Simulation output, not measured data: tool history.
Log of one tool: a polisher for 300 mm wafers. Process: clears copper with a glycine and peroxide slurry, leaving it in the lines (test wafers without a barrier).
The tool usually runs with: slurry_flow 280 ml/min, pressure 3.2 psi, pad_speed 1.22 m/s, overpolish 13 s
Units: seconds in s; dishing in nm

run,hour,slurry_flow,pressure,pad_speed,overpolish,wafers since the last listed run,wafers polished on this pad,hours since the slurry nozzle was cleaned,hours since the head pressure was calibrated,"incoming thickness of the incoming film, nm",seconds,dishing
1,0,280,3.2,1.22,13,0,6009,49.4,698.7,896.1,133.5,26.5
# hour 66.8: worn pad replaced by a new one
2,94.5,280,3.2,1.22,13,741,226,143.9,793.2,906.8,134,26.6
# hour 141.1: head pressure recalibrated
3,172.7,280,3.2,1.22,13,624,851,222.1,31.6,905.3,124.4,26.8
4,212.9,280,3.2,1.22,13,329,1180,262.3,71.8,909,126.3,26.9
5,303.7,280,3.2,1.22,13,743,1924,353.1,162.6,907.1,126.9,27
6,392.9,280,3.2,1.22,13,730,2655,442.3,251.8,886.5,127.7,27.2
7,477.7,280,3.2,1.22,13,694,3350,527.1,336.6,889.2,127.9,26.8
8,542.7,280,3.2,1.22,13,532,3882,592.1,401.6,892.1,128.5,26.4
9,643.5,280,3.2,1.22,13,825,4708,692.9,502.4,889.4,129,26.8
10,727,280,3.2,1.22,13,684,5392,776.4,585.9,896.5,132.3,26.8
11,814.1,200,4,0.92,16,713,6106,863.5,673,899.7,151.7,28
# hour 824.7: head pressure recalibrated
# hour 857.2: slurry nozzle cleaned
12,912.3,345,3.2,1.48,16,780,6886,55.1,87.6,890.9,102.8,27.6
# hour 949.1: worn pad replaced by a new one
13,981.5,280,2.9,1.22,13,534,265,124.3,156.8,909.3,137.9,27.2
14,1019.8,280,3.8,1.56,9,313,578,162.6,195.1,911.3,92.9,25.7
15,1098.7,345,4,1.22,19,646,1225,241.5,274,899.9,109.5,27.8
16,1192,210,3.9,1.04,10,764,1989,334.8,367.3,897.7,132.7,25.5
17,1392.5,280,3.2,1.22,10,1642,3632,535.3,567.8,889.8,128.3,25.2
18,1448,280,3.2,1.22,13,454,4087,590.8,623.3,897.2,130.5,27
19,1522.9,205,3.2,1.54,13,613,4701,665.7,698.2,901.3,108.8,27.7
20,1596.3,280,3.2,1.22,13,601,5302,739.1,771.6,905,131.3,26.9
# hour 1659.5: worn pad replaced by a new one
21,1660,280,2.2,1.22,13,489,4,802.8,835.3,913.2,159.8,26.3
# hour 1676.4: slurry nozzle cleaned
# hour 1687.5: head pressure recalibrated
22,1710.6,190,3.7,1.62,19,390,394,34.2,23.1,904.8,92.5,27.6
23,1746.7,280,3.2,1.36,7,295,689,70.3,59.2,912.9,117.9,23
24,1808.5,355,3.2,1.22,13,506,1196,132.1,121,906.4,125.6,26.7
25,1905.1,280,3.7,0.92,13,791,1987,228.7,217.6,901.8,153.7,26.5
26,2002.9,280,3.2,1.22,13,801,2789,326.5,315.4,900,130.6,27.2
27,2041.9,280,3.2,1.22,13,319,3108,365.5,354.4,902.8,129.8,26.6
28,2121.5,245,2.9,1.22,13,652,3761,445.1,434,900.6,140.6,26.9
29,2198.5,200,2.3,1.46,19,630,4391,522.1,511,901.7,141,27.9
30,2251.6,280,3.6,1.1,13,435,4827,575.2,564.1,898.8,132.8,27.1
31,2333.7,280,2.4,1,13,672,5499,657.3,646.2,891,180.4,25.5
# hour 2367.3: worn pad replaced by a new one
32,2385.3,340,4,1.4,13,390,147,708.9,697.8,897.5,100.9,27.6
33,2484.3,280,3.2,1.22,13,811,958,807.9,796.8,905.8,133.9,26.6
# hour 2538.3: head pressure recalibrated
# hour 2583.4: slurry nozzle cleaned
34,2612.7,310,3.2,1.22,13,1027,1985,29.3,74.4,917.2,126.2,27.3

List, for all runs, the conditions of the tool that the log does not record:
removal rate lost through wear of the pad, %: 0 across all the runs
slurry flow missing at the pad, %: 0 across all the runs
H1: deviation of the head's pressure from its setpoint, %
run,H1
1,-10.6
2,-10.8
3,-1.26
4,-2.46
5,-4.57
6,-6.03
7,-7.02
8,-7.58
9,-8.22
10,-8.59
11,-8.86
12,-1.24
13,-2.81
14,-3.52
15,-4.68
16,-5.66
17,-6.88
18,-7.08
19,-7.29
20,-7.44
21,-7.54
22,-2.57
23,-3.69
24,-5.28
25,-7.11
26,-8.39
27,-8.77
28,-9.4
29,-9.85
30,-10.1
31,-10.4
32,-10.5
33,-10.7
34,-1.72
